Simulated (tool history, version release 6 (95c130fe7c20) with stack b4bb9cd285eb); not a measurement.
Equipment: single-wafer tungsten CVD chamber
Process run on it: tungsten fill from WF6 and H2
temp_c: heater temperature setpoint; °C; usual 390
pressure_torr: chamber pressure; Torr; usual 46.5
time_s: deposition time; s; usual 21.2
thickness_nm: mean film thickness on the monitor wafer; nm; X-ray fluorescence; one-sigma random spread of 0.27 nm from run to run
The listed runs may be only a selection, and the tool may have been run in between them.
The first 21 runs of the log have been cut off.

run,hour,temp_c,pressure_torr,time_s,"read-back reference wafer on the same gauge, thickness_nm",thickness_nm
22,246.5,404,57.1,17.8,58.068,78.083
23,261.1,404,57.1,17.8,57.976,78.230
24,268.3,375,41.4,21.2,58.191,42.348
25,276.6,396,50.9,18.7,58.176,65.986
26,291.9,390,37.7,21.2,58.203,56.593
# hour 301.7: capacitance manometer re-zeroed and calibrated
27,307.7,390,36.7,25.0,58.008,66.246
28,318.3,395,54.1,17.4,58.165,61.406
# hour 330.4: gauge calibrated
29,367.2,403,52.5,24.0,58.180,98.220
30,378.5,396,46.5,24.7,58.228,83.888
31,386.2,396,57.7,21.2,58.191,79.062
32,399.8,386,56.2,19.8,58.076,58.973
33,416.2,390,46.5,21.2,58.237,62.864
34,429.9,380,52.3,19.7,58.254,49.242

4 options for the next run, each taken on its own from the tool as it stands now. Forecast them:
A,430.3,390,46.5,21.2,?,?
B,430.3,390,35.7,21.2,?,?
C,430.3,377,53.3,17.9,?,?
D,430.3,375,54.5,22.4,?,?

run,"read-back reference wafer on the same gauge, thickness_nm",thickness_nm
A,58.035,63.157
B,58.035,55.449
C,58.035,42.227
D,58.035,50.971
Stripped of hidden state, with their random variation kept, the same runs would have yielded:
run,thickness_nm
A,63.157
B,55.449
C,42.227
D,50.971

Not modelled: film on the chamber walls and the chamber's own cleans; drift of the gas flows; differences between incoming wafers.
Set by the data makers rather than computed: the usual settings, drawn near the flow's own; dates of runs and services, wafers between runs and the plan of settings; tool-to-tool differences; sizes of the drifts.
